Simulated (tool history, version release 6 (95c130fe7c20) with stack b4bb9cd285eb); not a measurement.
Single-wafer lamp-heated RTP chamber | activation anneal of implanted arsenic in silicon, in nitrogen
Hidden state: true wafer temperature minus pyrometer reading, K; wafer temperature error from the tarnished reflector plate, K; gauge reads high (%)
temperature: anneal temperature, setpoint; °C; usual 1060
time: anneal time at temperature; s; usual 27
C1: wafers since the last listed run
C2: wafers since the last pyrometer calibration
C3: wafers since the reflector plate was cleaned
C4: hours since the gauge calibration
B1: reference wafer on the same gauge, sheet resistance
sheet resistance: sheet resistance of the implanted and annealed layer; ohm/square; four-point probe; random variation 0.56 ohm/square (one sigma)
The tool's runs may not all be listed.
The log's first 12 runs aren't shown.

run 13 hour=139.5 | temperature=1060 time=37 | C1=71 C2=3967 C3=7707 C4=285.2 | B1=100.15 | sheet_resistance=112.32
-- hour=142.6 gauge calibrated
run 14 hour=148.4 | temperature=1060 time=37 | C1=104 C2=4071 C3=7811 C4=5.8 | B1=100.12 | sheet_resistance=111.35
run 15 hour=156.7 | temperature=1060 time=37 | C1=96 C2=4168 C3=7908 C4=14.1 | B1=99.98 | sheet_resistance=112.10
run 16 hour=167.5 | temperature=1036 time=38 | C1=126 C2=4294 C3=8034 C4=24.9 | B1=100.14 | sheet_resistance=117.37
run 17 hour=177.8 | temperature=1071 time=34 | C1=120 C2=4415 C3=8155 C4=35.2 | B1=99.84 | sheet_resistance=110.83
run 18 hour=192.2 | temperature=1060 time=27 | C1=168 C2=4583 C3=8323 C4=49.6 | B1=100.00 | sheet_resistance=116.81
run 19 hour=200.6 | temperature=1079 time=11 | C1=98 C2=4681 C3=8421 C4=58.0 | B1=99.83 | sheet_resistance=121.18
run 20 hour=215.4 | temperature=1060 time=39 | C1=172 C2=4854 C3=8594 C4=72.8 | B1=99.92 | sheet_resistance=111.15
run 21 hour=224.6 | temperature=1060 time=27 | C1=107 C2=4961 C3=8702 C4=82.0 | B1=100.13 | sheet_resistance=115.76
-- hour=232.8 pyrometer window cleaned and pyrometer calibrated
run 22 hour=236.9 | temperature=1060 time=27 | C1=50 C2=48 C3=8752 C4=94.3 | B1=99.93 | sheet_resistance=115.86
-- hour=246.8 reflector plate cleaned
run 23 hour=250.2 | temperature=1036 time=20 | C1=61 C2=110 C3=39 C4=107.6 | B1=100.17 | sheet_resistance=126.11
run 24 hour=256.9 | temperature=1040 time=17 | C1=78 C2=188 C3=118 C4=114.3 | B1=99.94 | sheet_resistance=128.25
run 25 hour=274.2 | temperature=1078 time=27 | C1=202 C2=390 C3=320 C4=131.6 | B1=100.10 | sheet_resistance=112.11
run 26 hour=286.1 | temperature=1047 time=27 | C1=139 C2=529 C3=459 C4=143.5 | B1=100.09 | sheet_resistance=120.25
run 27 hour=303.0 | temperature=1050 time=33 | C1=197 C2=727 C3=656 C4=160.4 | B1=99.93 | sheet_resistance=115.22
run 28 hour=320.8 | temperature=1060 time=34 | C1=208 C2=935 C3=864 C4=178.2 | B1=100.13 | sheet_resistance=113.53
run 29 hour=328.4 | temperature=1070 time=12 | C1=88 C2=1024 C3=953 C4=185.8 | B1=100.05 | sheet_resistance=123.69

The next listed run, before its measurement:
run 30 hour=345.7 | temperature=1084 time=39 | C1=202 C2=1226 C3=1155 C4=203.1 | B1=? | sheet_resistance=?

Run 30 gave B1 100.05, sheet resistance 105.96 ohm/square.
Without the tool's hidden state the same run would have given sheet resistance 105.96 ohm/square.
